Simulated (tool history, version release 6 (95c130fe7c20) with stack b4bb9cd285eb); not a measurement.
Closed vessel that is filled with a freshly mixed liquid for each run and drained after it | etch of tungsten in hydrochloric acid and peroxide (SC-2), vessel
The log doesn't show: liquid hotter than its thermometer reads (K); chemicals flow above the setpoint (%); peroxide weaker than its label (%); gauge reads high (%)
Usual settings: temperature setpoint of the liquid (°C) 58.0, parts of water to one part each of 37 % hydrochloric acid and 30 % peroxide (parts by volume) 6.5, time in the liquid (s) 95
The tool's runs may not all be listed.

run,hour,temperature setpoint of the liquid (°C),parts of water to one part each of 37 % hydrochloric acid and 30 % peroxide (parts by volume),time in the liquid (s),wafers since the last listed run,hours since the thermometer was replaced,hours since the chemicals flow meter was replaced,hours since the drum of peroxide was connected,hours since the gauge calibration,"read-back film thickness of the tungsten reference wafer, read on the same gauge (nm)",thickness taken off the tungsten on a monitor wafer (nm)
1,0.0,58.0,6.5,95,0,2331.5,1576.0,1232.0,476.5,80.01,31.63
2,43.5,58.0,6.5,95,2648,2375.0,1619.5,1275.5,520.0,79.98,31.66
3,111.2,58.0,6.5,95,4122,2442.7,1687.2,1343.2,587.7,80.03,31.65
4,173.3,58.0,6.5,95,3781,2504.8,1749.3,1405.3,649.8,79.99,31.32
5,242.4,58.0,5.5,95,4207,2573.9,1818.4,1474.4,718.9,80.00,35.37
# hour 259.1: new drum of peroxide connected
# hour 315.8: gauge calibrated
6,408.0,58.0,6.5,95,10023,2739.5,1984.0,148.9,92.2,80.00,33.73
7,462.1,58.0,6.5,95,3294,2793.6,2038.1,203.0,146.3,80.00,33.97
# hour 506.8: thermometer replaced
8,524.9,58.0,6.5,95,3763,18.1,2100.9,265.8,209.1,80.00,33.69
9,588.7,58.0,9.5,110,3885,81.9,2164.7,329.6,272.9,80.00,28.77
10,621.2,58.0,6.5,95,1979,114.4,2197.2,362.1,305.4,80.00,33.70
# hour 629.1: chemicals flow meter replaced
11,691.6,58.0,5.0,145,4226,184.8,62.5,432.5,375.8,79.99,62.17
12,741.8,58.0,5.5,95,3056,235.0,112.7,482.7,426.0,80.01,37.56
13,773.0,55.0,5.5,55,1899,266.2,143.9,513.9,457.2,80.00,18.14
14,798.4,58.0,5.0,140,1546,291.6,169.3,539.3,482.6,80.00,58.81
15,857.3,63.0,6.5,130,3586,350.5,228.2,598.2,541.5,80.01,62.35

Forecast each of these 4 alternatives for the next run:
A,858.0,58.0,6.5,95,42,351.2,228.9,598.9,542.2,?,?
B,858.0,58.0,4.5,95,42,351.2,228.9,598.9,542.2,?,?
C,858.0,51.5,6.5,40,42,351.2,228.9,598.9,542.2,?,?
D,858.0,52.5,4.5,125,42,351.2,228.9,598.9,542.2,?,?

run,"read-back film thickness of the tungsten reference wafer, read on the same gauge (nm)",thickness taken off the tungsten on a monitor wafer (nm)
A,79.99,33.38
B,79.99,43.71
C,79.99,9.23
D,79.99,40.32
Without the tool's hidden state the same runs would have given:
run,thickness taken off the tungsten on a monitor wafer (nm)
A,34.43
B,45.02
C,9.51
D,41.53
